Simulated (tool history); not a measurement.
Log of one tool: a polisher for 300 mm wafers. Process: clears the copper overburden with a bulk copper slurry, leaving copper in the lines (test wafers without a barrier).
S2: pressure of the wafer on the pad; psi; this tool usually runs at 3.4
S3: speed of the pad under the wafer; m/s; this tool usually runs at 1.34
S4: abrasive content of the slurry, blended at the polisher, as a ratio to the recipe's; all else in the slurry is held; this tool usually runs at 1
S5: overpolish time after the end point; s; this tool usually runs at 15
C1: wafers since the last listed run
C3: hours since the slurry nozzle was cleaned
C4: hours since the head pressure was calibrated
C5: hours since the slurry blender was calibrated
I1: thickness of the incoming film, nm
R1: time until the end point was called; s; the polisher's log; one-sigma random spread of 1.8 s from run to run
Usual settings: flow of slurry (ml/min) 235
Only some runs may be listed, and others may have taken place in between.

run 1 hour=0 | flow_of_slurry_(ml/min)=235 S2=3.4 S3=1.34 S4=1 S5=15 | C1=0 wafers_polished_on_this_pad=1376 C3=84 C4=422 C5=115.7 | I1=1395.5 | R1=103.3
-- hour=40.1 worn pad replaced by a new one
run 2 hour=63.3 | flow_of_slurry_(ml/min)=235 S2=4.1 S3=1.34 S4=1 S5=15 | C1=295 wafers_polished_on_this_pad=115 C3=147.3 C4=485.3 C5=179 | I1=1399.7 | R1=86.1
run 3 hour=89.6 | flow_of_slurry_(ml/min)=235 S2=4.1 S3=1.34 S4=1 S5=15 | C1=131 wafers_polished_on_this_pad=246 C3=173.6 C4=511.6 C5=205.3 | I1=1390.7 | R1=89.8
run 4 hour=157 | flow_of_slurry_(ml/min)=250 S2=3.4 S3=1.34 S4=1.2 S5=15 | C1=335 wafers_polished_on_this_pad=582 C3=241 C4=579 C5=272.7 | I1=1390.7 | R1=105.6
-- hour=178.4 slurry blender recalibrated
run 5 hour=186.8 | flow_of_slurry_(ml/min)=250 S2=3.4 S3=1.34 S4=1.2 S5=15 | C1=138 wafers_polished_on_this_pad=721 C3=270.8 C4=608.8 C5=8.4 | I1=1405 | R1=99.3
-- hour=205.7 slurry nozzle cleaned
run 6 hour=257.9 | flow_of_slurry_(ml/min)=235 S2=4 S3=1.34 S4=1 S5=15 | C1=349 wafers_polished_on_this_pad=1070 C3=52.2 C4=679.9 C5=79.5 | I1=1403.6 | R1=84
-- hour=289.6 worn pad replaced by a new one
run 7 hour=301.9 | flow_of_slurry_(ml/min)=235 S2=4 S3=1.34 S4=1 S5=15 | C1=199 wafers_polished_on_this_pad=61 C3=96.2 C4=723.9 C5=123.5 | I1=1393.9 | R1=84.2
run 8 hour=326.8 | flow_of_slurry_(ml/min)=235 S2=4 S3=1.34 S4=1 S5=15 | C1=124 wafers_polished_on_this_pad=185 C3=121.1 C4=748.8 C5=148.4 | I1=1408.7 | R1=88.7
run 9 hour=391 | flow_of_slurry_(ml/min)=235 S2=3.4 S3=1.34 S4=1 S5=15 | C1=319 wafers_polished_on_this_pad=505 C3=185.3 C4=813 C5=212.6 | I1=1382.8 | R1=106.5
run 10 hour=429.7 | flow_of_slurry_(ml/min)=235 S2=3.4 S3=1.34 S4=1 S5=15 | C1=192 wafers_polished_on_this_pad=698 C3=224 C4=851.7 C5=251.3 | I1=1391.8 | R1=109.8
-- hour=447.3 slurry nozzle cleaned
run 11 hour=462.6 | flow_of_slurry_(ml/min)=235 S2=3.4 S3=1.34 S4=1 S5=15 | C1=158 wafers_polished_on_this_pad=857 C3=15.3 C4=884.6 C5=284.2 | I1=1405.6 | R1=107
run 12 hour=511.8 | flow_of_slurry_(ml/min)=235 S2=3.4 S3=1.34 S4=1 S5=15 | C1=245 wafers_polished_on_this_pad=1102 C3=64.5 C4=933.8 C5=333.4 | I1=1395.7 | R1=104.8
-- hour=516 slurry blender recalibrated
-- hour=548 worn pad replaced by a new one
run 13 hour=548.5 | flow_of_slurry_(ml/min)=235 S2=3.4 S3=1.34 S4=1 S5=15 | C1=152 wafers_polished_on_this_pad=2 C3=101.2 C4=970.5 C5=32.5 | I1=1399.8 | R1=94.2
run 14 hour=615.6 | flow_of_slurry_(ml/min)=235 S2=3.4 S3=1.06 S4=1 S5=18 | C1=334 wafers_polished_on_this_pad=336 C3=168.3 C4=1037.6 C5=99.6 | I1=1404.4 | R1=113.7
run 15 hour=676.2 | flow_of_slurry_(ml/min)=235 S2=4.6 S3=1.34 S4=0.75 S5=15 | C1=301 wafers_polished_on_this_pad=638 C3=228.9 C4=1098.2 C5=160.2 | I1=1421.8 | R1=86.8
-- hour=709.9 slurry nozzle cleaned
run 16 hour=713.1 | flow_of_slurry_(ml/min)=235 S2=3.4 S3=1.74 S4=1 S5=15 | C1=178 wafers_polished_on_this_pad=817 C3=3.2 C4=1135.1 C5=197.1 | I1=1379.6 | R1=87.3
-- hour=731 head pressure recalibrated
run 17 hour=764.3 | flow_of_slurry_(ml/min)=300 S2=3.1 S3=1.34 S4=0.85 S5=15 | C1=245 wafers_polished_on_this_pad=1062 C3=54.4 C4=33.3 C5=248.3 | I1=1391.8 | R1=117.2
-- hour=793.5 worn pad replaced by a new one
-- hour=801.2 slurry blender recalibrated
run 18 hour=801.9 | flow_of_slurry_(ml/min)=235 S2=3.4 S3=1.34 S4=1 S5=15 | C1=157 wafers_polished_on_this_pad=31 C3=92 C4=70.9 C5=0.7 | I1=1379.3 | R1=88.7
run 19 hour=843.5 | flow_of_slurry_(ml/min)=205 S2=3.4 S3=1.34 S4=1 S5=18 | C1=207 wafers_polished_on_this_pad=238 C3=133.6 C4=112.5 C5=42.3 | I1=1405.4 | R1=100.4
run 20 hour=909 | flow_of_slurry_(ml/min)=235 S2=3.4 S3=1.12 S4=1 S5=15 | C1=326 wafers_polished_on_this_pad=565 C3=199.1 C4=178 C5=107.8 | I1=1388.9 | R1=112.3
-- hour=990.9 slurry nozzle cleaned
-- hour=1066.1 slurry blender recalibrated
run 21 hour=1100.9 | flow_of_slurry_(ml/min)=235 S2=3.4 S3=1.34 S4=1 S5=12 | C1=941 wafers_polished_on_this_pad=1506 C3=110 C4=369.9 C5=34.8 | I1=1379.3 | R1=95.6
-- hour=1108.5 worn pad replaced by a new one
run 22 hour=1171.2 | flow_of_slurry_(ml/min)=235 S2=3.4 S3=1.34 S4=1 S5=15 | C1=330 wafers_polished_on_this_pad=312 C3=180.3 C4=440.2 C5=105.1 | I1=1394.5 | R1=106.9
run 23 hour=1213.7 | flow_of_slurry_(ml/min)=235 S2=3.4 S3=1.34 S4=0.85 S5=15 | C1=211 wafers_polished_on_this_pad=524 C3=222.8 C4=482.7 C5=147.6 | I1=1424.7 | R1=115.7
-- hour=1263.8 slurry nozzle cleaned
run 24 hour=1283.1 | flow_of_slurry_(ml/min)=235 S2=3.4 S3=1.34 S4=0.85 S5=15 | C1=340 wafers_polished_on_this_pad=865 C3=19.3 C4=552.1 C5=217 | I1=1404.6 | R1=109.8
run 25 hour=1337.3 | flow_of_slurry_(ml/min)=235 S2=3.4 S3=1.34 S4=1 S5=15 | C1=270 wafers_polished_on_this_pad=1135 C3=73.5 C4=606.3 C5=271.2 | I1=1401.3 | R1=106.7
-- hour=1371.1 slurry blender recalibrated
-- hour=1397 worn pad replaced by a new one
run 26 hour=1400.2 | flow_of_slurry_(ml/min)=235 S2=2.8 S3=1.34 S4=1 S5=15 | C1=283 wafers_polished_on_this_pad=15 C3=136.4 C4=669.2 C5=29.1 | I1=1400.6 | R1=122.1

How the hidden state differs across the entries between the runs, from the last listed run before each to the first after it:
After run 1, before run 2: worn pad replaced by a new one (hour 40.1)
  slurry flow missing at the pad, %: 7.11 -> 14.6; abrasive missing from the slurry, %: 28.4 -> 33.9
  measured result minus the result with no hidden state, R1: +10.3 -> +11.4 s
After run 4, before run 5: slurry blender recalibrated (hour 178.4)
  slurry flow missing at the pad, %: 33.1 -> 40.9; abrasive missing from the slurry, %: 37.7 -> 4.53
  measured result minus the result with no hidden state, R1: +19.3 -> +9.1 s
After run 5, before run 6: slurry nozzle cleaned (hour 205.7)
  slurry flow missing at the pad, %: 40.9 -> 2.8; abrasive missing from the slurry, %: 4.53 -> 21.5
  measured result minus the result with no hidden state, R1: +9.1 -> +5.9 s
After run 6, before run 7: worn pad replaced by a new one (hour 289.6)
  slurry flow missing at the pad, %: 2.8 -> 6.13; abrasive missing from the slurry, %: 21.5 -> 27.4
  measured result minus the result with no hidden state, R1: +5.9 -> +8 s
After run 10, before run 11: slurry nozzle cleaned (hour 447.3)
  slurry flow missing at the pad, %: 27 -> 0.909; abrasive missing from the slurry, %: 35.3 -> 36.2
  measured result minus the result with no hidden state, R1: +17.5 -> +13.3 s
After run 12, before run 13: slurry blender recalibrated (hour 516); worn pad replaced by a new one (hour 548)
  slurry flow missing at the pad, %: 2.91 -> 6.01; abrasive missing from the slurry, %: 37.1 -> 10.8
  measured result minus the result with no hidden state, R1: +13.7 -> +3.7 s
After run 15, before run 16: slurry nozzle cleaned (hour 709.9)
  slurry flow missing at the pad, %: 27.5 -> 1.92; abrasive missing from the slurry, %: 29.9 -> 32.3
  measured result minus the result with no hidden state, R1: +11.7 -> +9.5 s
After run 16, before run 17: head pressure recalibrated (hour 731)
  slurry flow missing at the pad, %: 1.92 -> 3.43; abrasive missing from the slurry, %: 32.3 -> 34.4
  measured result minus the result with no hidden state, R1: +9.5 -> +13.6 s
After run 17, before run 18: worn pad replaced by a new one (hour 793.5); slurry blender recalibrated (hour 801.2)
  slurry flow missing at the pad, %: 3.43 -> 6.23; abrasive missing from the slurry, %: 34.4 -> 2.93
  measured result minus the result with no hidden state, R1: +13.6 -> +1.4 s
After run 20, before run 21: slurry nozzle cleaned (hour 990.9); slurry blender recalibrated (hour 1066.1)
  slurry flow missing at the pad, %: 22.1 -> 11.9; abrasive missing from the slurry, %: 26.6 -> 11.1
  measured result minus the result with no hidden state, R1: +13.1 -> +4.6 s
After run 21, before run 22: worn pad replaced by a new one (hour 1108.5)
  slurry flow missing at the pad, %: 11.9 -> 22.3; abrasive missing from the slurry, %: 11.1 -> 24.1
  measured result minus the result with no hidden state, R1: +4.6 -> +11.6 s
After run 23, before run 24: slurry nozzle cleaned (hour 1263.8)
  slurry flow missing at the pad, %: 31 -> 3.04; abrasive missing from the slurry, %: 28.6 -> 32.9
  measured result minus the result with no hidden state, R1: +16.2 -> +12.1 s
After run 25, before run 26: slurry blender recalibrated (hour 1371.1); worn pad replaced by a new one (hour 1397)
  slurry flow missing at the pad, %: 5.6 -> 12.3; abrasive missing from the slurry, %: 34.7 -> 16.9
  measured result minus the result with no hidden state, R1: +13.2 -> +8.2 s
